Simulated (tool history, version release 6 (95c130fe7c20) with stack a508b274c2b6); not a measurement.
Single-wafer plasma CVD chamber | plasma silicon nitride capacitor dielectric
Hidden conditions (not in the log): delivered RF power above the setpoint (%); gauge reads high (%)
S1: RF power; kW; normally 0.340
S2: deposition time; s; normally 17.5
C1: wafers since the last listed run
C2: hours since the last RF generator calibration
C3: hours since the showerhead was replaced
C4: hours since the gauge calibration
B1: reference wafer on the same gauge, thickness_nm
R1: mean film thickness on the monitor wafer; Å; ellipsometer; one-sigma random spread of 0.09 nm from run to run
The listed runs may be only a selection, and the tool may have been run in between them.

| run | hour | S1 | S2 | C1 | C2 | C3 | C4 | B1 | R1 |
|---|---|---|---|---|---|---|---|---|---|
| 1 | 0.0 | 0.340 | 17.5 | 0 | 596.5 | 5245.1 | 796.7 | 16.978 | 209.56 |
| 2 | 54.8 | 0.340 | 17.5 | 748 | 651.3 | 5299.9 | 851.5 | 17.007 | 209.16 |
| 3 | 100.3 | 0.340 | 17.5 | 621 | 696.8 | 5345.4 | 897.0 | 16.992 | 209.16 |
| 4 | 143.6 | 0.365 | 18.2 | 591 | 740.1 | 5388.7 | 940.3 | 17.004 | 221.41 |
| 5 | 207.7 | 0.365 | 18.2 | 875 | 804.2 | 5452.8 | 1004.4 | 16.999 | 221.78 |
| 6 | 276.4 | 0.380 | 17.5 | 938 | 872.9 | 5521.5 | 1073.1 | 16.982 | 214.54 |
| 7 | 332.5 | 0.380 | 17.5 | 766 | 929.0 | 5577.6 | 1129.2 | 17.008 | 215.23 |
| 8 | 358.1 | 0.340 | 17.5 | 349 | 954.6 | 5603.2 | 1154.8 | 17.000 | 208.32 |
| 9 | 413.0 | 0.300 | 17.5 | 749 | 1009.5 | 5658.1 | 1209.7 | 16.982 | 201.42 |
| 10 | 444.4 | 0.300 | 17.5 | 428 | 1040.9 | 5689.5 | 1241.1 | 16.988 | 200.07 |
| 11 | 480.3 | 0.300 | 17.5 | 490 | 1076.8 | 5725.4 | 1277.0 | 16.982 | 199.15 |
| 12 | 513.2 | 0.340 | 17.5 | 449 | 1109.7 | 5758.3 | 1309.9 | 17.002 | 205.84 |
| 13 | 554.8 | 0.340 | 17.5 | 568 | 1151.3 | 5799.9 | 1351.5 | 17.001 | 207.12 |
|  | 693.0 | RF generator calibrated |
| 14 | 693.5 | 0.340 | 17.5 | 1784 | 0.5 | 5938.6 | 1490.2 | 17.029 | 213.53 |
| 15 | 864.1 | 0.365 | 19.1 | 2329 | 171.1 | 6109.2 | 1660.8 | 17.008 | 236.35 |
|  | 928.2 | showerhead replaced, of another model than before |
| 16 | 932.9 | 0.340 | 17.5 | 830 | 239.9 | 4.7 | 1729.6 | 16.996 | 212.10 |
| 17 | 991.7 | 0.305 | 17.5 | 802 | 298.7 | 63.5 | 1788.4 | 17.023 | 207.25 |
| 18 | 1030.0 | 0.410 | 19.2 | 523 | 337.0 | 101.8 | 1826.7 | 17.012 | 243.13 |
| 19 | 1064.7 | 0.365 | 20.8 | 473 | 371.7 | 136.5 | 1861.4 | 16.996 | 255.65 |
| 20 | 1133.8 | 0.400 | 19.0 | 943 | 440.8 | 205.6 | 1930.5 | 17.018 | 239.09 |
|  | 1185.8 | gauge calibrated |
| 21 | 1205.4 | 0.300 | 20.0 | 977 | 512.4 | 277.2 | 19.6 | 16.993 | 235.31 |
| 22 | 1277.0 | 0.340 | 17.5 | 977 | 584.0 | 348.8 | 91.2 | 17.012 | 210.14 |
| 23 | 1342.1 | 0.340 | 17.5 | 888 | 649.1 | 413.9 | 156.3 | 17.011 | 209.91 |
| 24 | 1404.5 | 0.310 | 17.5 | 852 | 711.5 | 476.3 | 218.7 | 17.007 | 205.79 |
| 25 | 1475.2 | 0.400 | 19.0 | 965 | 782.2 | 547.0 | 289.4 | 16.990 | 237.99 |
| 26 | 1518.8 | 0.320 | 20.3 | 595 | 825.8 | 590.6 | 333.0 | 17.019 | 237.96 |
| 27 | 1575.7 | 0.295 | 19.2 | 776 | 882.7 | 647.5 | 389.9 | 16.997 | 222.58 |
| 28 | 1607.0 | 0.340 | 17.5 | 427 | 914.0 | 678.8 | 421.2 | 16.997 | 209.54 |
| 29 | 1658.3 | 0.305 | 14.2 | 700 | 965.3 | 730.1 | 472.5 | 17.007 | 165.03 |
| 30 | 1726.2 | 0.340 | 16.6 | 927 | 1033.2 | 798.0 | 540.4 | 17.007 | 198.56 |
| 31 | 1754.3 | 0.385 | 19.8 | 383 | 1061.3 | 826.1 | 568.5 | 16.979 | 241.73 |
| 32 | 1816.7 | 0.275 | 18.7 | 852 | 1123.7 | 888.5 | 630.9 | 16.990 | 212.96 |

Hidden state at the last listed run before each entry between runs and at the first one after, where it differs:
Between runs 13 and 14: RF generator calibrated (hour 693.0)
  delivered RF power above the setpoint (%): -9.49 -> -0.36
  the result without the hidden state subtracted from the measured one, R1: -6.48 -> -0.23 Å
Between runs 15 and 16: showerhead replaced, of another model than before (hour 928.2)
  delivered RF power above the setpoint (%): -1.53 -> -2
  the result without the hidden state subtracted from the measured one, R1: -1.13 -> -1.01 Å
Between runs 20 and 21: gauge calibrated (hour 1185.8)
  delivered RF power above the setpoint (%): -3.38 -> -3.87
  the result without the hidden state subtracted from the measured one, R1: -1.95 -> -2.20 Å
